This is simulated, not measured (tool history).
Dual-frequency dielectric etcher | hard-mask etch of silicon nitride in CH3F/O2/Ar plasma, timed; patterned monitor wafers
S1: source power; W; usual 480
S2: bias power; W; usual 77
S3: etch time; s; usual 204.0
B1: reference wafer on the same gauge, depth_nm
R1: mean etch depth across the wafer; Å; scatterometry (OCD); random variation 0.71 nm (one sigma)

run,day,S1,S2,S3,B1,R1
1,0.000,480,77,204.0,197.2,1614
2,0.771,480,77,204.0,197.4,1605
3,1.733,480,77,204.0,197.0,1617
4,2.779,480,66,170.0,196.7,1254
5,3.517,480,66,170.0,196.8,1253
6,4.538,480,66,170.0,197.1,1253
# day 5.158: source power generator calibrated
# day 5.650: wet clean of the chamber
7,5.671,390,77,218.5,197.1,1535
8,6.575,390,77,218.5,196.8,1535
# day 7.979: bias power generator calibrated
# day 8.208: wet clean of the chamber, repeated, since the last time left the tool worse
# day 8.321: gauge calibrated
# day 8.592: upper electrode replaced
9,8.612,390,77,218.5,197.1,1627
10,8.629,390,77,218.5,197.2,1641
11,9.250,440,77,258.5,196.6,2024
12,10.379,580,92,204.0,196.7,1910
13,11.292,480,88,204.0,197.0,1739
14,11.996,550,86,238.5,197.1,2092
15,12.675,480,77,204.0,197.1,1636
16,13.225,380,77,251.5,197.1,1855
17,14.175,480,77,204.0,196.8,1632
18,15.421,450,77,172.5,197.2,1346

Forecast each of these 5 alternatives for the next run:
A,15.442,480,77,262.0,?,?
B,15.442,480,71,204.0,?,?
C,15.442,400,77,227.5,?,?
D,15.442,580,83,147.0,?,?
E,15.442,440,77,252.0,?,?

run,B1,R1
A,196.8,2085
B,196.8,1570
C,196.8,1693
D,196.8,1295
E,196.8,1942
Without the tool's hidden state the same runs would have given:
run,R1
A,2116
B,1593
C,1717
D,1313
E,1970
